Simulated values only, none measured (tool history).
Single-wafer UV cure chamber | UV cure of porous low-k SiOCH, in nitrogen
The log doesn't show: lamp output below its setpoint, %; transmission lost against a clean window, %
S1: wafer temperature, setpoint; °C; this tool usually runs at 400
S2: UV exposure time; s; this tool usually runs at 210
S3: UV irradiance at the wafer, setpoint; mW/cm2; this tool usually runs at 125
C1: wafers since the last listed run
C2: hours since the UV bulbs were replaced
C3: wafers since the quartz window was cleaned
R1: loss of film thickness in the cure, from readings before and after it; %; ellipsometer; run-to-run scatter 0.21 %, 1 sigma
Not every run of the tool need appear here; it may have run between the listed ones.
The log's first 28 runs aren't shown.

run,hour,S1,S2,S3,C1,C2,C3,R1
29,1359.0,400,330,155,333,2091.3,1236,16.351
30,1391.4,389,210,125,230,2123.7,1467,12.560
# hour 1450.5: UV bulbs replaced
31,1451.0,400,210,89,367,0.5,1834,13.895
32,1468.6,400,210,100,125,18.1,1960,14.811
33,1527.7,400,210,125,420,77.2,2380,15.982
34,1553.1,400,210,139,180,102.6,2561,16.363
35,1758.3,400,210,125,1461,307.8,4023,16.273
# hour 1779.7: quartz window cleaned
36,1783.5,400,210,125,122,333.0,26,15.908
37,1815.7,400,210,125,229,365.2,256,15.918
38,2031.6,400,210,125,1537,581.1,1793,15.367
39,2074.5,400,210,125,305,624.0,2099,15.492
40,2119.8,390,295,165,322,669.3,2421,18.733
41,2178.5,414,270,125,418,728.0,2839,17.310
42,2244.0,400,300,125,466,793.5,3306,17.403
# hour 2270.7: quartz window cleaned
43,2313.3,400,210,125,436,862.8,303,15.335
44,2351.5,400,210,125,272,901.0,575,15.319
45,2422.1,400,135,125,502,971.6,1078,12.783
46,2494.0,415,210,107,511,1043.5,1590,14.823
47,2562.0,400,170,97,484,1111.5,2074,12.859
48,2595.8,400,210,125,240,1145.3,2315,15.092
49,2626.0,389,210,97,215,1175.5,2530,13.439

Forecast each of these 5 alternatives for the next run:
A,2626.4,400,210,125,2,1175.9,2532,?
B,2626.4,415,295,87,2,1175.9,2532,?
C,2626.4,400,210,140,2,1175.9,2532,?
D,2626.4,415,150,147,2,1175.9,2532,?
E,2626.4,409,130,125,2,1175.9,2532,?

run,R1
A,15.260
B,15.444
C,15.877
D,14.625
E,12.898
Stripped of hidden state, with their random variation kept, the same runs would have yielded:
run,R1
A,16.158
B,16.343
C,16.782
D,15.513
E,13.758
